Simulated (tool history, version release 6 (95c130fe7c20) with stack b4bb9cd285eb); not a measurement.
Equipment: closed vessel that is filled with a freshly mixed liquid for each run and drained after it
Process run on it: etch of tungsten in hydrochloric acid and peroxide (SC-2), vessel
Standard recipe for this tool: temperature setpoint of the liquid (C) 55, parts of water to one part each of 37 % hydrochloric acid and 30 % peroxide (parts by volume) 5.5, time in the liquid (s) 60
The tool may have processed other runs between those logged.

run	hour	temperature setpoint of the liquid (C)	parts of water to one part each of 37 % hydrochloric acid and 30 % peroxide (parts by volume)	time in the liquid (s)	wafers since the last listed run	hours since the thermometer was replaced	hours since the chemicals flow meter was replaced	hours since the drum of peroxide was connected	hours since the gauge calibration	read-back film thickness of the tungsten reference wafer, read on the same gauge (nm)	thickness taken off the tungsten on a monitor wafer (nm)
1	0	55	7	60	0	4.3	1095.1	381.5	414	80	38.05
2	58.7	55	5.5	60	7558	63	1153.8	440.2	472.7	79.99	45.12
3	155.7	51.5	5.5	60	12489	160	1250.8	537.2	569.7	80.01	35.76
4	179.8	51.5	5.5	60	3103	184.1	1274.9	561.3	593.8	79.98	35.22
5	237.2	51.5	5.5	60	7390	241.5	1332.3	618.7	651.2	79.97	34.97
6	286.4	48	5.5	85	6335	290.7	1381.5	667.9	700.4	80.01	39.17
7	357.4	48	5.5	85	9141	361.7	1452.5	738.9	771.4	79.97	38.92
8	408.3	55	5.5	60	6553	412.6	1503.4	789.8	822.3	80	43.91
9	443.3	55	5.5	60	4506	447.6	1538.4	824.8	857.3	80	43.12
10	511.9	55	5.5	60	8832	516.2	1607	893.4	925.9	79.99	42.79
11	541	55	5.5	60	3746	545.3	1636.1	922.5	955	80.01	43.67
# hour 548.4: new drum of peroxide connected
12	609.5	55	5.5	60	8691	613.8	1704.6	61.1	1023.5	79.98	43.28
13	664.7	55	5.5	60	7107	669	1759.8	116.3	1078.7	80	41.96
14	720.5	55	6.5	70	7184	724.8	1815.6	172.1	1134.5	80.03	43.13
# hour 765.2: gauge calibrated
15	785.4	48.5	8	40	8356	789.7	1880.5	237	20.2	80.04	13.48
16	813.2	55	5.5	60	3579	817.5	1908.3	264.8	48	79.99	42.04
# hour 838.5: chemicals flow meter replaced
17	876.3	55	5.5	60	7996	880.6	37.8	327.9	111.1	80.01	41.36
18	908.7	55	4	60	4171	913	70.2	360.3	143.5	79.98	50.49
19	961.1	55	4.5	75	6747	965.4	122.6	412.7	195.9	79.99	58.43
20	991.9	55	5.5	60	3965	996.2	153.4	443.5	226.7	79.99	40.96
21	1042.2	65	5.5	45	6476	1046.5	203.7	493.8	277	80.02	57.14
# hour 1048.6: thermometer replaced
22	1072.5	55	5.5	60	3772	23.9	234	524.1	307.3	80.04	44.53
23	1142.7	55	7.5	60	9038	94.1	304.2	594.3	377.5	80.01	34.52
24	1189.2	55	8.5	60	5987	140.6	350.7	640.8	424	79.99	31.58
25	1244.3	47.5	5.5	60	7094	195.7	405.8	695.9	479.1	80	26.74
26	1276	64.5	7	60	4081	227.4	437.5	727.6	510.8	80.01	67.04
27	1326.5	49.5	5.5	80	6502	277.9	488	778.1	561.3	80.01	40.65
28	1392.8	50	4	45	8536	344.2	554.3	844.4	627.6	80.04	29.06
# hour 1412.6: new drum of peroxide connected
29	1424.2	64.5	6.5	80	3914	375.6	585.7	11.6	659	80.01	93.66

The logged runs with the hidden state left out (each run's random variation unchanged):
The tool's hidden condition here consists of: liquid colder than its thermometer reads (K); chemicals flow above the setpoint (%); peroxide weaker than its label (%); gauge reads high (%).
run	thickness taken off the tungsten on a monitor wafer (nm)
1	38.07
2	45.44
3	36.43
4	36
5	35.98
6	40.55
7	40.64
8	46.01
9	45.38
10	45.39
11	46.47
12	46.43
13	45.27
14	46.84
15	14.8
16	46.13
17	45.71
18	56.02
19	65.21
20	45.86
21	63.92
22	45.11
23	35.24
24	32.41
25	27.66
26	69.33
27	42.44
28	30.57
29	98.43
